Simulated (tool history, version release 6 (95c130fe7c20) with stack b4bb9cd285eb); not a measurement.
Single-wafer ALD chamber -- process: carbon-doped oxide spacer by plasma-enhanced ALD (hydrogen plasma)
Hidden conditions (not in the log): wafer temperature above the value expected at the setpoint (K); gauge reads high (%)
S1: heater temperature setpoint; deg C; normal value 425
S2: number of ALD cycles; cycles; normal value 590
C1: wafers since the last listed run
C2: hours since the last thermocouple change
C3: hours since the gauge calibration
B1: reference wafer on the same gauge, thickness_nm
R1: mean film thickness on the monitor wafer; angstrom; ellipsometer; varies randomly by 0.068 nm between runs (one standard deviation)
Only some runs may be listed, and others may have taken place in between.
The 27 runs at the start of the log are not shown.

{"run": 28, "day": 13.504, "S1": 413, "S2": 590, "C1": 7, "C2": 1172.7, "C3": 61.2, "B1": 26.213, "R1": 289.44}
{"run": 29, "day": 13.912, "S1": 425, "S2": 546, "C1": 7, "C2": 1182.5, "C3": 71, "B1": 26.2, "R1": 256.53}
{"run": 30, "day": 14.629, "S1": 431, "S2": 590, "C1": 13, "C2": 1199.7, "C3": 88.2, "B1": 26.204, "R1": 272.62}
{"run": 31, "day": 15.229, "S1": 425, "S2": 546, "C1": 11, "C2": 1214.1, "C3": 102.6, "B1": 26.202, "R1": 256.45}
{"run": 32, "day": 15.708, "S1": 436, "S2": 590, "C1": 9, "C2": 1225.6, "C3": 114.1, "B1": 26.196, "R1": 268.09}
{"run": 33, "day": 16.062, "S1": 437, "S2": 687, "C1": 6, "C2": 1234.1, "C3": 122.6, "B1": 26.196, "R1": 310.53}
{"run": 34, "day": 16.383, "S1": 425, "S2": 590, "C1": 6, "C2": 1241.8, "C3": 130.3, "B1": 26.207, "R1": 276.82}
{"day": 16.729, "done": "thermocouple changed; heater temperature recalibrated"}
{"run": 35, "day": 17.079, "S1": 411, "S2": 489, "C1": 7, "C2": 8.4, "C3": 147, "B1": 26.206, "R1": 236.4}

What does the tool deliver on the next run?
{"run": 36, "day": 17.362, "S1": 412, "S2": 532, "C1": 5, "C2": 15.2, "C3": 153.8, "B1": "?", "R1": "?"}

{"run 36": {"B1": 26.189, "R1": 255.58}}
Take away the tool's hidden state, keep the run-to-run variation as it was, and the same run would have given R1 255.74 angstrom.
